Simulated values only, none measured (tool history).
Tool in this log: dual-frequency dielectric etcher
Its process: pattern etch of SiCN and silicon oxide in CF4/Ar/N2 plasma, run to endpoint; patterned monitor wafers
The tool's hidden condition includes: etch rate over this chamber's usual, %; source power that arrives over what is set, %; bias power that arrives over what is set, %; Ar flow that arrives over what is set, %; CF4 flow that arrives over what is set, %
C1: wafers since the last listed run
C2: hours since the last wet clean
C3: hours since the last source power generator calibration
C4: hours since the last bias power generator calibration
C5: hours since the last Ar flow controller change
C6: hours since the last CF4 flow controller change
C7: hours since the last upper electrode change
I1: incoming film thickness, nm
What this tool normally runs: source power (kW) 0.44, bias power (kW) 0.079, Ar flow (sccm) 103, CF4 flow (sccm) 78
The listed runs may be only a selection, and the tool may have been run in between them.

{"run": 1, "hour": 0.0, "source power (kW)": 0.44, "bias power (kW)": 0.079, "Ar flow (sccm)": 103, "CF4 flow (sccm)": 78, "C1": 0, "C2": 124.5, "C3": 4293.8, "C4": 3329.9, "C5": 3768.6, "C6": 3468.5, "C7": 3888.8, "I1": 9.86, "endpoint time (s)": 10.6}
{"run": 2, "hour": 51.1, "source power (kW)": 0.44, "bias power (kW)": 0.079, "Ar flow (sccm)": 103, "CF4 flow (sccm)": 78, "C1": 648, "C2": 175.6, "C3": 4344.9, "C4": 3381, "C5": 3819.7, "C6": 3519.6, "C7": 3939.9, "I1": 9.83, "endpoint time (s)": 10.6}
{"run": 3, "hour": 96.1, "source power (kW)": 0.44, "bias power (kW)": 0.079, "Ar flow (sccm)": 103, "CF4 flow (sccm)": 78, "C1": 570, "C2": 220.6, "C3": 4389.9, "C4": 3426, "C5": 3864.7, "C6": 3564.6, "C7": 3984.9, "I1": 9.84, "endpoint time (s)": 10.7}
{"run": 4, "hour": 126.7, "source power (kW)": 0.44, "bias power (kW)": 0.079, "Ar flow (sccm)": 103, "CF4 flow (sccm)": 78, "C1": 388, "C2": 251.2, "C3": 4420.5, "C4": 3456.6, "C5": 3895.3, "C6": 3595.2, "C7": 4015.5, "I1": 9.79, "endpoint time (s)": 10.4}
{"run": 5, "hour": 153.7, "source power (kW)": 0.44, "bias power (kW)": 0.079, "Ar flow (sccm)": 103, "CF4 flow (sccm)": 78, "C1": 342, "C2": 278.2, "C3": 4447.5, "C4": 3483.6, "C5": 3922.3, "C6": 3622.2, "C7": 4042.5, "I1": 9.71, "endpoint time (s)": 10.4}
{"run": 6, "hour": 201.6, "source power (kW)": 0.44, "bias power (kW)": 0.079, "Ar flow (sccm)": 103, "CF4 flow (sccm)": 78, "C1": 607, "C2": 326.1, "C3": 4495.4, "C4": 3531.5, "C5": 3970.2, "C6": 3670.1, "C7": 4090.4, "I1": 9.84, "endpoint time (s)": 10.5}
{"run": 7, "hour": 237.3, "source power (kW)": 0.44, "bias power (kW)": 0.079, "Ar flow (sccm)": 103, "CF4 flow (sccm)": 78, "C1": 452, "C2": 361.8, "C3": 4531.1, "C4": 3567.2, "C5": 4005.9, "C6": 3705.8, "C7": 4126.1, "I1": 9.81, "endpoint time (s)": 10.4}
{"hour": 276.1, "done": "wet clean of the chamber"}
{"run": 8, "hour": 300.4, "source power (kW)": 0.44, "bias power (kW)": 0.079, "Ar flow (sccm)": 103, "CF4 flow (sccm)": 78, "C1": 496, "C2": 24.3, "C3": 4594.2, "C4": 3630.3, "C5": 4069, "C6": 3768.9, "C7": 4189.2, "I1": 9.81, "endpoint time (s)": 10.9}
{"run": 9, "hour": 371.3, "source power (kW)": 0.44, "bias power (kW)": 0.079, "Ar flow (sccm)": 93, "CF4 flow (sccm)": 78, "C1": 899, "C2": 95.2, "C3": 4665.1, "C4": 3701.2, "C5": 4139.9, "C6": 3839.8, "C7": 4260.1, "I1": 9.72, "endpoint time (s)": 10.5}
{"run": 10, "hour": 397.7, "source power (kW)": 0.44, "bias power (kW)": 0.079, "Ar flow (sccm)": 103, "CF4 flow (sccm)": 78, "C1": 334, "C2": 121.6, "C3": 4691.5, "C4": 3727.6, "C5": 4166.3, "C6": 3866.2, "C7": 4286.5, "I1": 9.77, "endpoint time (s)": 10.7}
{"hour": 413.6, "done": "bias power generator calibrated"}
{"hour": 432.8, "done": "source power generator calibrated"}
{"hour": 444.9, "done": "CF4 flow controller replaced"}
{"run": 11, "hour": 445.4, "source power (kW)": 0.36, "bias power (kW)": 0.079, "Ar flow (sccm)": 103, "CF4 flow (sccm)": 78, "C1": 427, "C2": 169.3, "C3": 12.6, "C4": 31.8, "C5": 4214, "C6": 0.5, "C7": 4334.2, "I1": 9.72, "endpoint time (s)": 13.6}
{"run": 12, "hour": 482.9, "source power (kW)": 0.52, "bias power (kW)": 0.095, "Ar flow (sccm)": 103, "CF4 flow (sccm)": 78, "C1": 475, "C2": 206.8, "C3": 50.1, "C4": 69.3, "C5": 4251.5, "C6": 38, "C7": 4371.7, "I1": 9.66, "endpoint time (s)": 8}
{"run": 13, "hour": 525.3, "source power (kW)": 0.44, "bias power (kW)": 0.062, "Ar flow (sccm)": 103, "CF4 flow (sccm)": 87, "C1": 537, "C2": 249.2, "C3": 92.5, "C4": 111.7, "C5": 4293.9, "C6": 80.4, "C7": 4414.1, "I1": 9.81, "endpoint time (s)": 12}
{"run": 14, "hour": 554.1, "source power (kW)": 0.44, "bias power (kW)": 0.079, "Ar flow (sccm)": 103, "CF4 flow (sccm)": 78, "C1": 365, "C2": 278, "C3": 121.3, "C4": 140.5, "C5": 4322.7, "C6": 109.2, "C7": 4442.9, "I1": 9.79, "endpoint time (s)": 10.5}
{"run": 15, "hour": 578.4, "source power (kW)": 0.53, "bias power (kW)": 0.069, "Ar flow (sccm)": 103, "CF4 flow (sccm)": 78, "C1": 308, "C2": 302.3, "C3": 145.6, "C4": 164.8, "C5": 4347, "C6": 133.5, "C7": 4467.2, "I1": 9.83, "endpoint time (s)": 9.3}
{"run": 16, "hour": 611.3, "source power (kW)": 0.53, "bias power (kW)": 0.094, "Ar flow (sccm)": 93, "CF4 flow (sccm)": 84, "C1": 417, "C2": 335.2, "C3": 178.5, "C4": 197.7, "C5": 4379.9, "C6": 166.4, "C7": 4500.1, "I1": 9.83, "endpoint time (s)": 7.7}
{"hour": 681.0, "done": "upper electrode replaced"}
{"run": 17, "hour": 681.5, "source power (kW)": 0.44, "bias power (kW)": 0.079, "Ar flow (sccm)": 103, "CF4 flow (sccm)": 78, "C1": 586, "C2": 405.4, "C3": 248.7, "C4": 267.9, "C5": 4450.1, "C6": 236.6, "C7": 0.5, "I1": 9.85, "endpoint time (s)": 10.5}
{"hour": 700.9, "done": "Ar flow controller replaced"}
{"run": 18, "hour": 726.2, "source power (kW)": 0.44, "bias power (kW)": 0.079, "Ar flow (sccm)": 103, "CF4 flow (sccm)": 78, "C1": 490, "C2": 450.1, "C3": 293.4, "C4": 312.6, "C5": 25.3, "C6": 281.3, "C7": 45.2, "I1": 9.8, "endpoint time (s)": 10.5}
{"hour": 775.7, "done": "wet clean of the chamber"}
{"run": 19, "hour": 776.2, "source power (kW)": 0.52, "bias power (kW)": 0.069, "Ar flow (sccm)": 83, "CF4 flow (sccm)": 78, "C1": 329, "C2": 0.5, "C3": 343.4, "C4": 362.6, "C5": 75.3, "C6": 331.3, "C7": 95.2, "I1": 9.74, "endpoint time (s)": 9.3}
{"run": 20, "hour": 813.2, "source power (kW)": 0.44, "bias power (kW)": 0.079, "Ar flow (sccm)": 103, "CF4 flow (sccm)": 78, "C1": 469, "C2": 37.5, "C3": 380.4, "C4": 399.6, "C5": 112.3, "C6": 368.3, "C7": 132.2, "I1": 9.74, "endpoint time (s)": 10.7}
{"run": 21, "hour": 876.7, "source power (kW)": 0.39, "bias power (kW)": 0.085, "Ar flow (sccm)": 113, "CF4 flow (sccm)": 91, "C1": 805, "C2": 101, "C3": 443.9, "C4": 463.1, "C5": 175.8, "C6": 431.8, "C7": 195.7, "I1": 9.68, "endpoint time (s)": 11.7}
{"run": 22, "hour": 933.5, "source power (kW)": 0.44, "bias power (kW)": 0.068, "Ar flow (sccm)": 82, "CF4 flow (sccm)": 96, "C1": 720, "C2": 157.8, "C3": 500.7, "C4": 519.9, "C5": 232.6, "C6": 488.6, "C7": 252.5, "I1": 9.71, "endpoint time (s)": 10.7}

Run 23 is up next; what results do you expect?
{"run": 23, "hour": 973.2, "source power (kW)": 0.41, "bias power (kW)": 0.098, "Ar flow (sccm)": 113, "CF4 flow (sccm)": 65, "C1": 503, "C2": 197.5, "C3": 540.4, "C4": 559.6, "C5": 272.3, "C6": 528.3, "C7": 292.2, "I1": 9.82, "endpoint time (s)": "?"}

{"run 23": {"endpoint time (s)": 10.7}}
Had the tool carried no hidden state, the very same run would have given endpoint time (s) 10.9.

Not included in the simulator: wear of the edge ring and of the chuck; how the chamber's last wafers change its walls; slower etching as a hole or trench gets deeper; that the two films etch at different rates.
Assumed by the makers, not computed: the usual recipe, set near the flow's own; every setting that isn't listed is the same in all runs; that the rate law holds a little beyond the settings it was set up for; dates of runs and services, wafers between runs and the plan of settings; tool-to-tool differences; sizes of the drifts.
